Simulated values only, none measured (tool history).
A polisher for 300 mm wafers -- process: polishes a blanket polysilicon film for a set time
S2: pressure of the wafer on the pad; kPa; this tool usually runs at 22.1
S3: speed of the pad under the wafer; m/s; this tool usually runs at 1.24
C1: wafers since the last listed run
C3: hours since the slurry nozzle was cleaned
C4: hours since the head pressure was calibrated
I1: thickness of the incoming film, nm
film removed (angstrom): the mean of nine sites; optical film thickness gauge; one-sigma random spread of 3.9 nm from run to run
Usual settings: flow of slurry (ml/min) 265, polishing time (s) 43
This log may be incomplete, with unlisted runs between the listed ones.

Run 1, hour 0: usual settings; C1 0; wafers polished on this pad 1843; C3 507.3; C4 412.3; I1 1595.1. Result: film removed (angstrom) 4041.
Run 2, hour 141.1: usual settings but polishing time (s) 53; C1 2571; wafers polished on this pad 4414; C3 648.4; C4 553.4; I1 1576.8. Result: film removed (angstrom) 4953.
At hour 216: slurry nozzle cleaned.
Run 3, hour 243.8: usual settings but polishing time (s) 53; C1 1853; wafers polished on this pad 6268; C3 27.8; C4 656.1; I1 1611.4. Result: film removed (angstrom) 4773.
Run 4, hour 334.3: usual settings but S3 1 m/s; C1 1649; wafers polished on this pad 7917; C3 118.3; C4 746.6; I1 1599.8. Result: film removed (angstrom) 3163.
At hour 409.9: head pressure recalibrated.
Run 5, hour 436.5: usual settings but S3 1 m/s; C1 1825; wafers polished on this pad 9743; C3 220.5; C4 26.6; I1 1576.5. Result: film removed (angstrom) 3162.
Run 6, hour 535.1: usual settings but polishing time (s) 50; C1 1796; wafers polished on this pad 11540; C3 319.1; C4 125.2; I1 1567.7. Result: film removed (angstrom) 4473.
Run 7, hour 574.9: usual settings; C1 725; wafers polished on this pad 12265; C3 358.9; C4 165; I1 1578.8. Result: film removed (angstrom) 3835.
At hour 601.3: worn pad replaced by a new one.
Run 8, hour 666.9: usual settings; C1 1603; wafers polished on this pad 1195; C3 450.9; C4 257; I1 1595.2. Result: film removed (angstrom) 3770.
Run 9, hour 725: usual settings; C1 1058; wafers polished on this pad 2254; C3 509; C4 315.1; I1 1571.2. Result: film removed (angstrom) 3782.
Run 10, hour 784.4: usual settings; C1 1082; wafers polished on this pad 3336; C3 568.4; C4 374.5; I1 1580.1. Result: film removed (angstrom) 3737.
At hour 815.5: slurry nozzle cleaned, repeated, since the last time left the tool worse.
Run 11, hour 901: usual settings but polishing time (s) 51; C1 2106; wafers polished on this pad 5443; C3 85.5; C4 491.1; I1 1596.8. Result: film removed (angstrom) 4862.
Run 12, hour 975: usual settings but flow of slurry (ml/min) 195, S2 24.8 kPa, S3 1.58 m/s, polishing time (s) 28; C1 1348; wafers polished on this pad 6791; C3 159.5; C4 565.1; I1 1598.7. Result: film removed (angstrom) 3663.
Run 13, hour 1032.1: usual settings but flow of slurry (ml/min) 205, S2 24.1 kPa, polishing time (s) 38; C1 1040; wafers polished on this pad 7832; C3 216.6; C4 622.2; I1 1605.6. Result: film removed (angstrom) 3944.
Run 14, hour 1109.4: usual settings but S2 29 kPa, S3 0.82 m/s; C1 1408; wafers polished on this pad 9240; C3 293.9; C4 699.5; I1 1580. Result: film removed (angstrom) 3544.
Run 15, hour 1156.9: usual settings; C1 865; wafers polished on this pad 10106; C3 341.4; C4 747; I1 1590.2. Result: film removed (angstrom) 4084.
Run 16, hour 1199.1: usual settings but flow of slurry (ml/min) 310, S2 15.9 kPa, S3 1.6 m/s, polishing time (s) 51; C1 769; wafers polished on this pad 10875; C3 383.6; C4 789.2; I1 1595. Result: film removed (angstrom) 4552.
At hour 1261.1: head pressure recalibrated.
Run 17, hour 1269.5: usual settings but S2 28.3 kPa, S3 1.56 m/s, polishing time (s) 30; C1 1246; wafers polished on this pad 12122; C3 454; C4 8.4; I1 1562.8. Result: film removed (angstrom) 4574.
At hour 1277.5: worn pad replaced by a new one.
Run 18, hour 1323: usual settings but flow of slurry (ml/min) 185, S3 1.48 m/s, polishing time (s) 35; C1 902; wafers polished on this pad 829; C3 507.5; C4 61.9; I1 1595.8. Result: film removed (angstrom) 3746.
Run 19, hour 1364.4: usual settings but flow of slurry (ml/min) 185, S2 17.2 kPa, polishing time (s) 39; C1 754; wafers polished on this pad 1583; C3 548.9; C4 103.3; I1 1583.2. Result: film removed (angstrom) 2680.
Run 20, hour 1452.3: usual settings but S2 28.3 kPa, S3 1.56 m/s, polishing time (s) 30; C1 1601; wafers polished on this pad 3185; C3 636.8; C4 191.2; I1 1575. Result: film removed (angstrom) 4610.
Run 21, hour 1507.9: usual settings but flow of slurry (ml/min) 315, S2 26.9 kPa, S3 1.36 m/s, polishing time (s) 32; C1 1013; wafers polished on this pad 4198; C3 692.4; C4 246.8; I1 1606.7. Result: film removed (angstrom) 4102.
Run 22, hour 1585.9: usual settings but flow of slurry (ml/min) 195, S3 1.38 m/s; C1 1421; wafers polished on this pad 5620; C3 770.4; C4 324.8; I1 1584.6. Result: film removed (angstrom) 4289.
At hour 1671.4: slurry nozzle cleaned.
Run 23, hour 1672.3: usual settings; C1 1556; wafers polished on this pad 7176; C3 0.9; C4 411.2; I1 1587.7. Result: film removed (angstrom) 4098.
Run 24, hour 1710.5: usual settings but S3 1.02 m/s; C1 696; wafers polished on this pad 7872; C3 39.1; C4 449.4; I1 1588.4. Result: film removed (angstrom) 3367.
Run 25, hour 1790: usual settings but S2 19.3 kPa, S3 1.48 m/s; C1 1448; wafers polished on this pad 9321; C3 118.6; C4 528.9; I1 1600.4. Result: film removed (angstrom) 4392.
Run 26, hour 1850.2: usual settings; C1 1097; wafers polished on this pad 10418; C3 178.8; C4 589.1; I1 1582.3. Result: film removed (angstrom) 4155.
Run 27, hour 1909.3: usual settings but flow of slurry (ml/min) 315, S2 26.9 kPa, S3 1.36 m/s, polishing time (s) 32; C1 1076; wafers polished on this pad 11495; C3 237.9; C4 648.2; I1 1571.2. Result: film removed (angstrom) 4101.
At hour 1931.4: worn pad replaced by a new one.
Run 28, hour 2031.7: usual settings but flow of slurry (ml/min) 305, S3 1.68 m/s; C1 2157; wafers polished on this pad 1828; C3 360.3; C4 770.6; I1 1589.3. Result: film removed (angstrom) 5623.
At hour 2133.6: head pressure recalibrated.
Run 29, hour 2134.1: usual settings but S2 28.3 kPa, polishing time (s) 37; C1 1829; wafers polished on this pad 3658; C3 462.7; C4 0.5; I1 1617.8. Result: film removed (angstrom) 4448.
At hour 2381: slurry nozzle cleaned.
Run 30, hour 2381.5: usual settings but flow of slurry (ml/min) 220, S2 15.2 kPa; C1 4490; wafers polished on this pad 8148; C3 0.5; C4 247.9; I1 1591. Result: film removed (angstrom) 2794.
Run 31, hour 2438.2: usual settings but flow of slurry (ml/min) 180, polishing time (s) 47; C1 1033; wafers polished on this pad 9181; C3 57.2; C4 304.6; I1 1583.7. Result: film removed (angstrom) 4311.
Run 32, hour 2543.4: usual settings but S2 19.3 kPa, S3 1.08 m/s; C1 1917; wafers polished on this pad 11098; C3 162.4; C4 409.8; I1 1606.4. Result: film removed (angstrom) 3097.
Run 33, hour 2642.6: usual settings; C1 1807; wafers polished on this pad 12906; C3 261.6; C4 509; I1 1568.9. Result: film removed (angstrom) 4036.
Run 34, hour 2709.4: usual settings but flow of slurry (ml/min) 345, S2 29.6 kPa; C1 1217; wafers polished on this pad 14123; C3 328.4; C4 575.8; I1 1585.3. Result: film removed (angstrom) 5750.
At hour 2767.8: worn pad replaced by a new one.
Run 35, hour 2768.3: usual settings but S3 1.48 m/s; C1 1000; wafers polished on this pad 8; C3 387.3; C4 634.7; I1 1588.5. Result: film removed (angstrom) 4814.
Run 36, hour 2861.3: usual settings but S3 0.96 m/s; C1 1694; wafers polished on this pad 1703; C3 480.3; C4 727.7; I1 1558.7. Result: film removed (angstrom) 3125.

Below are 5 alternative next runs, each starting from the tool's condition after run 36. Predict each:
Run A, hour 2861.7: usual settings; C1 7; wafers polished on this pad 1711; C3 480.7; C4 728.1; I1 1599.2. Result: film removed (angstrom) ?.
Run B, hour 2861.7: usual settings but flow of slurry (ml/min) 320, S2 14.5 kPa, S3 1.04 m/s, polishing time (s) 38; C1 7; wafers polished on this pad 1711; C3 480.7; C4 728.1; I1 1599.2. Result: film removed (angstrom) ?.
Run C, hour 2861.7: usual settings but flow of slurry (ml/min) 180, S2 18.6 kPa, S3 0.9 m/s, polishing time (s) 31; C1 7; wafers polished on this pad 1711; C3 480.7; C4 728.1; I1 1599.2. Result: film removed (angstrom) ?.
Run D, hour 2861.7: usual settings but flow of slurry (ml/min) 330, S3 0.96 m/s, polishing time (s) 33; C1 7; wafers polished on this pad 1711; C3 480.7; C4 728.1; I1 1599.2. Result: film removed (angstrom) ?.
Run E, hour 2861.7: usual settings but flow of slurry (ml/min) 290, S3 1.44 m/s, polishing time (s) 53; C1 7; wafers polished on this pad 1711; C3 480.7; C4 728.1; I1 1599.2. Result: film removed (angstrom) ?.

run  film removed (angstrom)
  A                     4028
  B                     1998
  C                     1690
  D                     2448
  E                     5822
What these runs would have given with no unlogged condition in the tool:
run  film removed (angstrom)
  A                     4108
  B                     2031
  C                     1737
  D                     2487
  E                     5928

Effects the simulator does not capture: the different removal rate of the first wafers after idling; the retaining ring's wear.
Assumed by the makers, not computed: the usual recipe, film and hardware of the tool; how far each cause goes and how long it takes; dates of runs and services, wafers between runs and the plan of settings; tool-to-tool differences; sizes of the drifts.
